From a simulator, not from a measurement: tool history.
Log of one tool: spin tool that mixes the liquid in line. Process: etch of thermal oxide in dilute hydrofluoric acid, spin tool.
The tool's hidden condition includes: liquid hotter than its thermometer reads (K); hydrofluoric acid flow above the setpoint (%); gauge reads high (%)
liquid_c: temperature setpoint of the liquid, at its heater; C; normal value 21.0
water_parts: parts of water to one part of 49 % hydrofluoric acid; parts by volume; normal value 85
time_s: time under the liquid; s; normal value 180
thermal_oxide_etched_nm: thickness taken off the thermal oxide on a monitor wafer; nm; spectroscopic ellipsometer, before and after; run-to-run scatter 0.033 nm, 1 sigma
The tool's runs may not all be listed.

run,day,liquid_c,water_parts,time_s,wafers since the last listed run,hours since the thermometer was replaced,hours since the hydrofluoric acid flow meter was replaced,hours since the gauge calibration,"read-back film thickness of the thermal oxide reference wafer, read on the same gauge (nm)",thermal_oxide_etched_nm
1,0.000,21.0,85,180,0,492.4,1148.3,761.4,29.98,9.00
2,1.379,21.0,85,180,251,525.5,1181.4,794.5,29.98,8.94
3,3.129,21.0,85,180,319,567.5,1223.4,836.5,30.00,8.94
4,4.725,18.5,85,180,291,605.8,1261.7,874.8,29.99,8.07
5,7.529,18.5,85,180,512,673.1,1329.0,942.1,30.02,8.11
6,10.025,18.5,85,180,455,733.0,1388.9,1002.0,30.00,8.12
7,11.846,21.0,85,180,332,776.7,1432.6,1045.7,30.00,9.08
8,13.717,21.0,70,265,341,821.6,1477.5,1090.6,29.99,16.40
# day 15.362: hydrofluoric acid flow meter replaced
9,16.375,21.0,85,180,477,885.4,24.3,1154.4,29.98,9.03
10,19.283,21.0,85,180,531,955.2,94.1,1224.2,30.02,9.02
11,22.233,21.0,85,180,538,1026.0,164.9,1295.0,30.00,9.07
12,24.088,25.0,85,180,338,1070.5,209.4,1339.5,29.99,10.57
13,26.842,25.0,85,180,503,1136.6,275.5,1405.6,30.03,10.71
14,28.175,24.5,85,180,243,1168.6,307.5,1437.6,30.00,10.37
15,30.371,26.0,85,95,401,1221.3,360.2,1490.3,30.01,5.86
16,31.583,24.0,65,75,221,1250.4,389.3,1519.4,29.98,5.74
17,34.254,24.5,65,180,487,1314.5,453.4,1583.5,30.01,13.98
# day 35.712: gauge calibrated
18,36.662,17.5,120,180,439,1372.3,511.2,22.8,29.98,5.36
19,38.117,21.0,85,180,265,1407.2,546.1,57.7,30.00,9.15
20,40.392,23.0,100,150,415,1461.8,600.7,112.3,29.99,6.87
21,42.092,21.0,85,180,310,1502.6,641.5,153.1,30.02,9.10
22,44.242,17.0,85,180,392,1554.2,693.1,204.7,29.99,7.79
23,46.333,21.0,85,275,382,1604.4,743.3,254.9,29.99,14.00
24,47.767,17.5,70,135,261,1638.8,777.7,289.3,30.01,7.34
# day 48.946: thermometer replaced
25,50.533,21.0,85,180,497,38.1,844.1,355.7,30.03,8.83

Run 26 has not been measured yet. What should we expect?
26,51.596,18.0,60,95,194,63.6,869.6,381.2,?,?

read-back film thickness of the thermal oxide reference wafer, read on the same gauge (nm): 30.02
thermal_oxide_etched_nm: 6.02 nm
Had the tool carried no hidden state, the very same run would have given thermal_oxide_etched_nm 6.01 nm.

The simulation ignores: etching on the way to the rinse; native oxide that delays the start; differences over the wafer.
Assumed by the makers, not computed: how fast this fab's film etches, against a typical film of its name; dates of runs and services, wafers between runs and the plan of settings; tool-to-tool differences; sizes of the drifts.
